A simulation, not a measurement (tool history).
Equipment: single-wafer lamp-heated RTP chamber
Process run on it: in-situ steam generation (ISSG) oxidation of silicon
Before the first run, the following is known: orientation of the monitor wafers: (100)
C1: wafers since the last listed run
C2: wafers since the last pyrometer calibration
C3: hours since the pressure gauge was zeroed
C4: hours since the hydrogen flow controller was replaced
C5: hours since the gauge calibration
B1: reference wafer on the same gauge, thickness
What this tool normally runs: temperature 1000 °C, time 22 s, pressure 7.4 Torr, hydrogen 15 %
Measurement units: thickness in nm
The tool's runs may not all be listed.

run 1 hour=0 | temperature=1000 time=22 pressure=7.4 hydrogen=15 | C1=0 C2=2536 C3=2810.5 C4=2230.9 C5=276.6 | B1=4.763 | thickness=5.214
-- hour=31.4 pyrometer window cleaned and pyrometer calibrated
run 2 hour=63.7 | temperature=1000 time=22 pressure=7.4 hydrogen=15 | C1=746 C2=432 C3=2874.2 C4=2294.6 C5=340.3 | B1=4.773 | thickness=5.096
run 3 hour=107.8 | temperature=1000 time=22 pressure=7.4 hydrogen=15 | C1=590 C2=1023 C3=2918.3 C4=2338.7 C5=384.4 | B1=4.771 | thickness=5.12
run 4 hour=134.2 | temperature=1000 time=22 pressure=7.4 hydrogen=15 | C1=353 C2=1377 C3=2944.7 C4=2365.1 C5=410.8 | B1=4.769 | thickness=5.11
run 5 hour=161.4 | temperature=1000 time=22 pressure=7.4 hydrogen=15 | C1=364 C2=1741 C3=2971.9 C4=2392.3 C5=438 | B1=4.772 | thickness=5.162
run 6 hour=216.1 | temperature=1000 time=22 pressure=7.4 hydrogen=15 | C1=732 C2=2474 C3=3026.6 C4=2447 C5=492.7 | B1=4.771 | thickness=5.14
run 7 hour=266.9 | temperature=1000 time=22 pressure=7.4 hydrogen=15 | C1=680 C2=3155 C3=3077.4 C4=2497.8 C5=543.5 | B1=4.774 | thickness=5.224
-- hour=294.7 pyrometer window cleaned and pyrometer calibrated
run 8 hour=316.1 | temperature=1000 time=28 pressure=7.4 hydrogen=15 | C1=551 C2=286 C3=3126.6 C4=2547 C5=592.7 | B1=4.773 | thickness=5.725
run 9 hour=384.7 | temperature=1000 time=22 pressure=7.4 hydrogen=15 | C1=918 C2=1205 C3=3195.2 C4=2615.6 C5=661.3 | B1=4.773 | thickness=5.071
run 10 hour=454.7 | temperature=1000 time=22 pressure=7.4 hydrogen=15 | C1=937 C2=2143 C3=3265.2 C4=2685.6 C5=731.3 | B1=4.777 | thickness=5.118
-- hour=482.5 gauge calibrated
run 11 hour=497.2 | temperature=1017 time=22 pressure=7.4 hydrogen=11 | C1=569 C2=2712 C3=3307.7 C4=2728.1 C5=14.7 | B1=4.774 | thickness=5.26
-- hour=528.6 pyrometer window cleaned and pyrometer calibrated
-- hour=555.4 pressure gauge zeroed
run 12 hour=561.4 | temperature=1000 time=22 pressure=7.4 hydrogen=15 | C1=645 C2=331 C3=6 C4=2792.3 C5=78.9 | B1=4.769 | thickness=5.105
-- hour=599.2 hydrogen flow controller replaced
run 13 hour=605.1 | temperature=1008 time=22 pressure=7.4 hydrogen=15 | C1=478 C2=810 C3=49.7 C4=5.9 C5=122.6 | B1=4.768 | thickness=5.307
run 14 hour=659.3 | temperature=1000 time=18 pressure=7.4 hydrogen=11 | C1=726 C2=1536 C3=103.9 C4=60.1 C5=176.8 | B1=4.77 | thickness=4.379
run 15 hour=702.2 | temperature=1000 time=22 pressure=7.4 hydrogen=15 | C1=574 C2=2110 C3=146.8 C4=103 C5=219.7 | B1=4.772 | thickness=5.181
run 16 hour=730 | temperature=1000 time=22 pressure=7.4 hydrogen=15 | C1=372 C2=2483 C3=174.6 C4=130.8 C5=247.5 | B1=4.763 | thickness=5.207
-- hour=786.5 pyrometer window cleaned and pyrometer calibrated
run 17 hour=789.5 | temperature=1012 time=26 pressure=7.4 hydrogen=15 | C1=689 C2=40 C3=234.1 C4=190.3 C5=307 | B1=4.765 | thickness=5.822
run 18 hour=832.9 | temperature=1009 time=17 pressure=7.4 hydrogen=15 | C1=581 C2=622 C3=277.5 C4=233.7 C5=350.4 | B1=4.78 | thickness=4.662
run 19 hour=904.2 | temperature=1011 time=22 pressure=8 hydrogen=22 | C1=955 C2=1577 C3=348.8 C4=305 C5=421.7 | B1=4.775 | thickness=5.858
run 20 hour=953.9 | temperature=993 time=22 pressure=7.4 hydrogen=15 | C1=665 C2=2243 C3=398.5 C4=354.7 C5=471.4 | B1=4.77 | thickness=5.029

3 options for the next run, each taken on its own from the tool as it stands now. Forecast them:
run A hour=954.3 | temperature=1015 time=22 pressure=7.4 hydrogen=15 | C1=5 C2=2248 C3=398.9 C4=355.1 C5=471.8 | B1=? | thickness=?
run B hour=954.3 | temperature=984 time=19 pressure=6.9 hydrogen=11 | C1=5 C2=2248 C3=398.9 C4=355.1 C5=471.8 | B1=? | thickness=?
run C hour=954.3 | temperature=992 time=25 pressure=8.4 hydrogen=11 | C1=5 C2=2248 C3=398.9 C4=355.1 C5=471.8 | B1=? | thickness=?

run=A B1=4.771 thickness=5.511
run=B B1=4.771 thickness=4.183
run=C B1=4.771 thickness=4.978
Had the tool no hidden state, the same runs would have come out as:
run=A thickness=5.373
run=B thickness=4.101
run=C thickness=4.867

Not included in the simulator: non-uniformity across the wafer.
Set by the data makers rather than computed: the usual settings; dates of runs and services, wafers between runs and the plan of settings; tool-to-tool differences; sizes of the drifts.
